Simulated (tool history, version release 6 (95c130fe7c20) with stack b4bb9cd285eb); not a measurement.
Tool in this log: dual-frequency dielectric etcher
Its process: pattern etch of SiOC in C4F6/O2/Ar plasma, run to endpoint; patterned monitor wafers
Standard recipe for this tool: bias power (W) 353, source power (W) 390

run,hour,bias power (W),source power (W),"incoming incoming film thickness, nm",endpoint time (s)
1,0,353,390,36.83,13.9
2,55.3,353,390,37.21,14.3
3,107.3,353,390,37.33,14.2
# hour 166.6: wet clean of the chamber
4,167.1,353,390,37.8,14.3
5,195.6,353,390,37.39,14.1
6,228.1,353,390,37.11,14
7,265.2,353,320,37.63,15.1
8,313.3,353,320,37.46,14.9
9,375.1,353,320,37.23,14.9
10,547.7,353,390,37.46,14.4
11,604.6,353,390,37.11,14.1
# hour 658.9: wet clean of the chamber
12,659.4,353,430,37.17,13.8
13,709.4,353,430,37.03,13.8
14,741.9,353,390,37.37,14.2
15,798,392,320,37.4,14
# hour 834.1: source power generator calibrated
16,861.1,353,390,37.35,14.1
17,921.9,281,450,37.37,15.8
18,965.4,279,390,37.43,16.3
# hour 1042.6: upper electrode replaced
19,1043.1,398,480,37.47,12.5
20,1069.1,353,430,37.36,13.8
21,1123.5,353,390,37.52,14.3
22,1150.1,353,390,37.27,14.2
# hour 1192.1: bias power generator calibrated
23,1214.9,353,390,37.17,14.7
24,1264.1,270,440,37.64,16.8
# hour 1288.4: wet clean of the chamber
25,1298.4,353,480,37.52,13.9
26,1352.5,421,460,37.4,12.6
27,1401.7,440,420,37.16,12.7
28,1440.3,400,390,37.34,13.7
29,1465.9,404,340,37.15,13.9
30,1499,401,340,37.33,13.9
31,1562.5,304,460,37.3,15.3
32,1601.8,322,420,37.43,14.9
33,1633.3,401,300,37.36,14.3
34,1686.2,353,440,37.32,13.9
35,1756.7,302,360,37.32,16

Some steps in endpoint time (s) between neighbouring runs. How much of each would the tool show without its hidden state too (settings, what came in, random variation), and how much is left for the hidden state, with any gauge scatter that isn't in both results?
Unlogged tool condition in this case: etch rate over this chamber's usual, %; bias power that arrives over what is set, %; source power that arrives over what is set, %.
Run 5 -> 6: settings left as they were, no log entry in between. endpoint time (s) -0.1: hidden state -0.1, all else +0.
Run 7 -> 8: settings left as they were, no log entry in between. endpoint time (s) -0.2: hidden state +0.1, all else -0.3.
Run 18 -> 19: bias power (W) 279 -> 398, source power (W) 390 -> 480, upper electrode replaced. endpoint time (s) -3.8: hidden state +0.1, all else -3.9.
Run 22 -> 23: bias power generator calibrated. endpoint time (s) +0.5: hidden state +0.4, all else +0.1.
Run 23 -> 24: bias power (W) 353 -> 270, source power (W) 390 -> 440. endpoint time (s) +2.1: hidden state -0.1, all else +2.2.
Run 24 -> 25: bias power (W) 270 -> 353, source power (W) 440 -> 480, wet clean of the chamber. endpoint time (s) -2.9: hidden state +0, all else -2.9.
